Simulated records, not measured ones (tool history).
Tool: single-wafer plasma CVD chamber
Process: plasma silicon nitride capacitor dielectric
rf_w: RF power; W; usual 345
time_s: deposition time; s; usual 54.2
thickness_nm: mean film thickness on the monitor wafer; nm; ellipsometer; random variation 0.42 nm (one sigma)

run	hour	rf_w	time_s	read-back reference wafer on the same gauge, thickness_nm	thickness_nm
1	0.0	345	54.2	68.604	72.673
2	9.7	345	54.2	68.544	72.751
3	24.2	300	54.2	68.549	69.603
4	38.4	300	54.2	68.705	69.386
5	56.2	300	54.2	68.591	69.511
6	71.8	345	48.2	68.574	64.800
7	84.8	345	48.2	68.659	65.157
8	91.8	345	48.2	68.602	64.817
9	102.9	345	54.2	68.660	73.357
10	115.6	345	54.2	68.570	72.505
11	125.6	325	54.2	68.535	70.894
# hour 142.9: RF generator calibrated
12	143.4	325	54.2	68.557	71.197
13	153.8	325	54.2	68.625	71.154
14	164.9	345	54.2	68.645	72.750
15	180.5	345	54.2	68.557	72.519
# hour 190.9: gauge calibrated
16	193.0	315	49.5	68.540	64.855
17	200.2	345	54.2	68.583	72.811
18	208.2	345	49.0	68.479	65.560
19	222.0	345	54.2	68.700	73.778
20	235.6	345	54.2	68.633	72.800
21	248.4	345	62.2	68.631	83.271
22	258.6	345	54.2	68.543	72.994
23	275.7	285	43.9	68.545	55.574
# hour 288.9: showerhead replaced
24	289.4	345	46.1	68.593	62.135
25	291.8	345	54.2	68.690	72.523
26	300.0	275	50.2	68.678	63.607
27	314.2	345	54.2	68.642	72.505
28	324.9	345	54.2	68.561	73.131
29	340.4	345	59.0	68.685	79.847
30	356.6	345	46.1	68.587	62.165
31	364.5	295	58.1	68.640	74.705
32	392.3	345	47.6	68.515	63.684
33	444.2	300	47.3	68.634	60.812
34	450.7	405	48.3	68.556	68.714

Forecast each of these 4 alternatives for the next run:
A	451.1	345	54.2	?	?
B	451.1	395	50.1	?	?
C	451.1	345	44.3	?	?
D	451.1	345	58.7	?	?

run	read-back reference wafer on the same gauge, thickness_nm	thickness_nm
A	68.558	73.052
B	68.558	70.422
C	68.558	59.709
D	68.558	79.117
Without the tool's hidden state the same runs would have given:
run	thickness_nm
A	73.052
B	70.422
C	59.709
D	79.117
